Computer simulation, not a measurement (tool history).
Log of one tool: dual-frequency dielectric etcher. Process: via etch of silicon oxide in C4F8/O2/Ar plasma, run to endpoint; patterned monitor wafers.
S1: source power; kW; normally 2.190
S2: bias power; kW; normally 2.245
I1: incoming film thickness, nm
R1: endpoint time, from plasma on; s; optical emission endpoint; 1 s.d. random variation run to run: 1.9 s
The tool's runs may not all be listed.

Run 1, hour 0.0: usual settings; I1 1888.9. Result: R1 354.4 s.
Run 2, hour 47.2: usual settings; I1 1918.9. Result: R1 362.2 s.
Run 3, hour 152.0: usual settings but S2 2.089 kW; I1 1904.6. Result: R1 365.1 s.
Run 4, hour 194.5: usual settings but S1 1.960 kW; I1 1898.3. Result: R1 376.8 s.
Run 5, hour 298.5: usual settings; I1 1900.5. Result: R1 358.5 s.
Run 6, hour 381.7: usual settings; I1 1909.1. Result: R1 353.8 s.
At hour 406.7: wet clean of the chamber.
Run 7, hour 424.2: usual settings; I1 1906.6. Result: R1 356.1 s.
Run 8, hour 488.7: usual settings; I1 1873.2. Result: R1 351.8 s.
Run 9, hour 574.9: usual settings; I1 1900.7. Result: R1 358.8 s.
Run 10, hour 671.5: usual settings but S1 1.750 kW; I1 1887.9. Result: R1 398.5 s.
Run 11, hour 751.6: usual settings but S1 1.750 kW; I1 1906.6. Result: R1 408.8 s.
Run 12, hour 829.6: usual settings but S1 1.750 kW; I1 1896.0. Result: R1 400.8 s.
At hour 956.7: wet clean of the chamber.
Run 13, hour 1026.3: usual settings; I1 1893.6. Result: R1 356.4 s.
Run 14, hour 1075.3: usual settings; I1 1917.8. Result: R1 361.3 s.
At hour 1120.9: upper electrode replaced.
Run 15, hour 1127.7: usual settings; I1 1899.9. Result: R1 360.3 s.
Run 16, hour 1176.9: usual settings but S1 2.360 kW, S2 2.621 kW; I1 1901.1. Result: R1 323.8 s.
Run 17, hour 1278.8: usual settings but S1 2.440 kW, S2 2.684 kW; I1 1924.0. Result: R1 319.9 s.
Run 18, hour 1331.4: usual settings but S2 2.434 kW; I1 1923.6. Result: R1 351.1 s.
Run 19, hour 1436.7: usual settings; I1 1905.5. Result: R1 363.8 s.
Run 20, hour 1487.1: usual settings but S1 1.730 kW, S2 2.639 kW; I1 1909.7. Result: R1 382.9 s.
At hour 1554.9: wet clean of the chamber.
Run 21, hour 1572.5: usual settings but S2 1.905 kW; I1 1909.9. Result: R1 390.2 s.
Run 22, hour 1650.4: usual settings but S1 1.750 kW; I1 1902.3. Result: R1 407.7 s.
At hour 1716.9: bias power generator calibrated.
Run 23, hour 1733.1: usual settings; I1 1893.6. Result: R1 361.3 s.
Run 24, hour 1813.7: usual settings but S1 2.500 kW, S2 1.971 kW; I1 1900.8. Result: R1 358.3 s.
Run 25, hour 1895.9: usual settings but S1 1.670 kW, S2 2.049 kW; I1 1905.7. Result: R1 440.9 s.
Run 26, hour 1971.4: usual settings but S1 1.740 kW; I1 1892.5. Result: R1 414.5 s.
At hour 2057.8: source power generator calibrated.
At hour 2092.1: wet clean of the chamber.
Run 27, hour 2092.6: usual settings but S1 1.910 kW, S2 2.776 kW; I1 1884.7. Result: R1 344.3 s.
Run 28, hour 2223.2: usual settings but S1 1.840 kW; I1 1915.7. Result: R1 392.0 s.
Run 29, hour 2296.4: usual settings but S2 2.706 kW; I1 1916.9. Result: R1 329.4 s.
Run 30, hour 2341.7: usual settings but S2 1.792 kW; I1 1898.3. Result: R1 394.5 s.
Run 31, hour 2382.4: usual settings but S1 2.450 kW, S2 2.565 kW; I1 1900.3. Result: R1 314.7 s.
Run 32, hour 2466.2: usual settings but S1 1.650 kW, S2 1.706 kW; I1 1910.6. Result: R1 477.1 s.
Run 33, hour 2571.6: usual settings; I1 1901.1. Result: R1 356.0 s.
Run 34, hour 2632.5: usual settings but S1 2.410 kW, S2 1.829 kW; I1 1924.8. Result: R1 373.6 s.

What if the next run were any one of these 5? Each begins from the tool's condition after run 34:
Run A, hour 2633.0: usual settings; I1 1902.7. Result: R1 ?.
Run B, hour 2633.0: usual settings but S1 1.870 kW, S2 2.581 kW; I1 1902.7. Result: R1 ?.
Run C, hour 2633.0: usual settings but S1 2.710 kW, S2 1.704 kW; I1 1902.7. Result: R1 ?.
Run D, hour 2633.0: usual settings but S1 1.920 kW, S2 2.480 kW; I1 1902.7. Result: R1 ?.
Run E, hour 2633.0: usual settings but S1 1.800 kW, S2 2.616 kW; I1 1902.7. Result: R1 ?.

run     R1
  A  357.5
  B  366.6
  C  361.4
  D  367.6
  E  372.3
Take away the tool's hidden state, keep each run's random variation, and the runs would have read:
run     R1
  A  356.2
  B  365.3
  C  360.0
  D  366.2
  E  370.9

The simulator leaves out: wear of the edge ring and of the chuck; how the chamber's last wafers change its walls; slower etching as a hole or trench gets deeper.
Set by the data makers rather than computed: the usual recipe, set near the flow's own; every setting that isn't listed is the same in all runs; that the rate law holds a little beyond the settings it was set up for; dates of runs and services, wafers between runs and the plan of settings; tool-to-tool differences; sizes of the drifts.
